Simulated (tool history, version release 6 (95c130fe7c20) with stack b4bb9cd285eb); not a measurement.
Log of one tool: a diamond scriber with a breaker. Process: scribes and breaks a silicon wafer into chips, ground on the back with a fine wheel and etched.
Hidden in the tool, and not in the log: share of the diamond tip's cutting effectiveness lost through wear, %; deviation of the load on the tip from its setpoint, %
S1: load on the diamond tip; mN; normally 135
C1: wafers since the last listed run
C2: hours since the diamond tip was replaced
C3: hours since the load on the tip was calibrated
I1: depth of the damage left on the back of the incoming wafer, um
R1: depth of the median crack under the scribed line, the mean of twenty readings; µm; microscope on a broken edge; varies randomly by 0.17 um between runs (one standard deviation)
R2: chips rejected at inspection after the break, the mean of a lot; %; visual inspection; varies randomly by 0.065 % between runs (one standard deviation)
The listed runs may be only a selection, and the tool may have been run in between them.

| run | hour | S1 | C1 | C2 | C3 | I1 | R1 | R2 |
|---|---|---|---|---|---|---|---|---|
| 1 | 0 | 135 | 0 | 417.1 | 1452.3 | 0.51 | 10.92 | 9.05 |
|  | 3.3 | diamond tip replaced by a new one |
| 2 | 94.3 | 135 | 179 | 91 | 1546.6 | 0.49 | 12.32 | 1.92 |
|  | 116.9 | load on the tip recalibrated |
| 3 | 154.1 | 161 | 112 | 150.8 | 37.2 | 0.62 | 13.28 | 4.02 |
| 4 | 258.6 | 161 | 203 | 255.3 | 141.7 | 0.61 | 13.08 | 2.46 |
| 5 | 303.9 | 161 | 88 | 300.6 | 187 | 0.63 | 12.89 | 2.08 |
| 6 | 392.8 | 115 | 172 | 389.5 | 275.9 | 0.35 | 10.06 | 16.51 |
|  | 421.3 | diamond tip replaced by a new one |
| 7 | 493.2 | 154 | 191 | 71.9 | 376.3 | 0.62 | 13.3 | 3.08 |
| 8 | 572.4 | 127 | 154 | 151.1 | 455.5 | 0.38 | 11.59 | 3.41 |
| 9 | 669.2 | 127 | 188 | 247.9 | 552.3 | 0.52 | 11.21 | 4.9 |
| 10 | 736.7 | 127 | 131 | 315.4 | 619.8 | 0.47 | 11.34 | 7.63 |
| 11 | 827.5 | 135 | 176 | 406.2 | 710.6 | 0.58 | 10.62 | 8.79 |
|  | 839.9 | diamond tip replaced by a new one |
| 12 | 909.7 | 135 | 156 | 69.8 | 792.8 | 0.56 | 12.12 | 2.28 |
| 13 | 1145 | 135 | 457 | 305.1 | 1028.1 | 0.61 | 11.37 | 5.77 |
| 14 | 1192.4 | 135 | 92 | 352.5 | 1075.5 | 0.48 | 11.12 | 7.33 |
|  | 1232.5 | diamond tip replaced by a new one |
| 15 | 1233.6 | 167 | 76 | 1.1 | 1116.7 | 0.36 | 13.98 | 5.94 |

What does the tool deliver on the next run?
| 16 | 1295.7 | 96 | 120 | 63.2 | 1178.8 | 0.43 | ? | ? |

Run 16 measured R1 10.43 µm, R2 15.06 %.
Take away the tool's hidden state, keep the run-to-run variation as it was, and the same run would have given R1 10.59 µm, R2 13.34 %.

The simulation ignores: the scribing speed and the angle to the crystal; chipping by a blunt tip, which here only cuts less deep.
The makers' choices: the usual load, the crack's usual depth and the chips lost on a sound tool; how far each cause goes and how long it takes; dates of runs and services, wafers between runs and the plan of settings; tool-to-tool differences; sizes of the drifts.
